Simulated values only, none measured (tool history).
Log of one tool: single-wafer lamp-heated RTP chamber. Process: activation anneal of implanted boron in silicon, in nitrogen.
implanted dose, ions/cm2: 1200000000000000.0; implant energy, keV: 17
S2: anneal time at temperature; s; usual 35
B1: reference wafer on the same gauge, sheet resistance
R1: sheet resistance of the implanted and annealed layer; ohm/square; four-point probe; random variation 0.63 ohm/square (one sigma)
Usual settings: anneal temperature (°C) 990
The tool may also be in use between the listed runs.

Run 1, hour 0: usual settings; B1 91.02. Result: R1 108.54 ohm/square.
Run 2, hour 26.7: usual settings but S2 25 s; B1 90.98. Result: R1 108.87 ohm/square.
Run 3, hour 56.7: usual settings but S2 25 s; B1 90.93. Result: R1 106.79 ohm/square.
Run 4, hour 82.2: usual settings but S2 25 s; B1 90.89. Result: R1 107.1 ohm/square.
Run 5, hour 151.4: usual settings; B1 90.99. Result: R1 105.34 ohm/square.
Run 6, hour 218.3: usual settings; B1 90.99. Result: R1 104.72 ohm/square.
Run 7, hour 248.7: usual settings; B1 90.95. Result: R1 103.95 ohm/square.
Run 8, hour 278.3: usual settings but S2 26 s; B1 90.85. Result: R1 105.94 ohm/square.
At hour 298.3: pyrometer window cleaned and pyrometer calibrated.
Run 9, hour 341.1: usual settings but S2 26 s; B1 90.95. Result: R1 108.93 ohm/square.
Run 10, hour 369.8: usual settings but S2 26 s; B1 90.89. Result: R1 106.34 ohm/square.
Run 11, hour 422.6: usual settings; B1 91.05. Result: R1 105.78 ohm/square.
At hour 465.3: reflector plate cleaned.
Run 12, hour 471.2: usual settings; B1 91. Result: R1 104.53 ohm/square.
Run 13, hour 513: usual settings but anneal temperature (°C) 1000, S2 19 s; B1 90.95. Result: R1 104.45 ohm/square.
At hour 552.5: gauge calibrated.
At hour 622.2: pyrometer window cleaned and pyrometer calibrated.
Run 14, hour 641.9: usual settings but anneal temperature (°C) 966, S2 28 s; B1 90.96. Result: R1 120.87 ohm/square.
Run 15, hour 668.6: usual settings; B1 90.88. Result: R1 106.74 ohm/square.
Run 16, hour 707.6: usual settings but anneal temperature (°C) 971, S2 27 s; B1 91.03. Result: R1 114.82 ohm/square.
Run 17, hour 757.2: usual settings but anneal temperature (°C) 1004, S2 48 s; B1 90.95. Result: R1 102.13 ohm/square.
Run 18, hour 793.4: usual settings but anneal temperature (°C) 1001, S2 51 s; B1 91.08. Result: R1 101.47 ohm/square.
Run 19, hour 844.2: usual settings; B1 90.98. Result: R1 105.3 ohm/square.
At hour 904.2: pyrometer window cleaned and pyrometer calibrated.
Run 20, hour 904.7: usual settings but anneal temperature (°C) 1017, S2 53 s; B1 91.03. Result: R1 100.77 ohm/square.
Run 21, hour 961.3: usual settings; B1 90.96. Result: R1 106.31 ohm/square.
Run 22, hour 1017.5: usual settings but S2 43 s; B1 91.01. Result: R1 105.07 ohm/square.
Run 23, hour 1056.7: usual settings but anneal temperature (°C) 1005, S2 53 s; B1 90.93. Result: R1 100.82 ohm/square.
Run 24, hour 1087.3: usual settings but anneal temperature (°C) 1006, S2 50 s; B1 91. Result: R1 101.17 ohm/square.

Some steps in R1 between neighbouring runs. How much of each would the tool show without its hidden state too (settings, what came in, random variation), and how much is left for the hidden state, with any gauge scatter that isn't in both results?
The hidden state here: true wafer temperature minus pyrometer reading, K; wafer temperature error from the tarnished reflector plate, K; gauge reads high (%).
Run 13 -> 14: anneal temperature (°C) 1000 -> 966, S2 19 -> 28, gauge calibrated, pyrometer window cleaned and pyrometer calibrated. R1 +16.42 ohm/square: hidden state -0.17, all else +16.59.
Run 14 -> 15: anneal temperature (°C) 966 -> 990, S2 28 -> 35. R1 -14.13 ohm/square: hidden state +0.93, all else -15.06.
Run 15 -> 16: anneal temperature (°C) 990 -> 971, S2 35 -> 27. R1 +8.08 ohm/square: hidden state -3.28, all else +11.36.
Run 16 -> 17: anneal temperature (°C) 971 -> 1004, S2 27 -> 48. R1 -12.69 ohm/square: hidden state +3.43, all else -16.12.
